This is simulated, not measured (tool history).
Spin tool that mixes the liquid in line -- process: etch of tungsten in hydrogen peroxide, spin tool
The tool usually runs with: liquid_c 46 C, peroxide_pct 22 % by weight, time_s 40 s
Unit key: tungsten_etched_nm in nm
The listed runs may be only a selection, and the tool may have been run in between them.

run	hour	liquid_c	peroxide_pct	time_s	wafers since the last listed run	hours since the thermometer was replaced	hours since the peroxide flow meter was replaced	hours since the heated supply line was repaired	hours since the drum of peroxide was connected	hours since the gauge calibration	read-back film thickness of the tungsten reference wafer, read on the same gauge (nm)	tungsten_etched_nm
1	0	46	22	45	0	128.5	30.6	1189.1	543.6	21.5	99.9	52.95
2	90.4	46	22	45	1617	218.9	121	1279.5	634	111.9	100.22	53.39
3	181.6	51.5	22	50	1632	310.1	212.2	1370.7	725.2	203.1	100.59	83.31
4	274.7	46	22	40	1666	403.2	305.3	1463.8	818.3	296.2	101	47.45
5	342.5	46	22	40	1213	471	373.1	1531.6	886.1	364	101.22	47.24
6	448.8	46	22	40	1902	577.3	479.4	1637.9	992.4	470.3	101.68	48.18
7	542	46	22	40	1668	670.5	572.6	1731.1	1085.6	563.5	102.05	48.52
8	647.6	46	22	40	1890	776.1	678.2	1836.7	1191.2	669.1	102.46	48.13
# hour 662.6: peroxide flow meter replaced
9	708.8	46	22	40	1077	837.3	46.2	1897.9	1252.4	730.3	102.76	48.8
# hour 720.8: gauge calibrated
10	868.6	50.5	18	40	2860	997.1	206	2057.7	1412.2	147.8	100.66	57.1
11	930.7	46	22	55	1111	1059.2	268.1	2119.8	1474.3	209.9	100.9	64.46
12	977.6	46	22	40	839	1106.1	315	2166.7	1521.2	256.8	101.09	47.85
# hour 981.9: thermometer replaced
# hour 1028.2: new drum of peroxide connected
# hour 1058.4: heated supply line repaired
13	1069.2	50	19.5	50	1585	87.3	406.6	10.8	41	348.4	101.44	72.29
14	1133.8	50	18.5	40	1156	151.9	471.2	75.4	105.6	413	101.68	56.24
15	1182.5	46	22	45	871	200.6	519.9	124.1	154.3	461.7	101.9	54.22
# hour 1233.4: peroxide flow meter replaced
16	1241.4	46	20.5	60	1036	259.5	8	183	213.2	520.6	102.1	69.17
17	1283.7	37.5	24	55	757	301.8	50.3	225.3	255.5	562.9	102.27	40.14
18	1337.1	43	18.5	40	955	355.2	103.7	278.7	308.9	616.3	102.5	36.58

Below are 3 alternative next runs, each starting from the tool's condition after run 18. Predict each:
A	1337.5	46	22	40	7	355.6	104.1	279.1	309.3	616.7	?	?
B	1337.5	52	22	50	7	355.6	104.1	279.1	309.3	616.7	?	?
C	1337.5	37.5	27.5	60	7	355.6	104.1	279.1	309.3	616.7	?	?

run	read-back film thickness of the tungsten reference wafer, read on the same gauge (nm)	tungsten_etched_nm
A	102.51	48.25
B	102.51	87.24
C	102.51	46.82
What these runs would have given with no unlogged condition in the tool:
run	tungsten_etched_nm
A	47.07
B	85.11
C	45.68
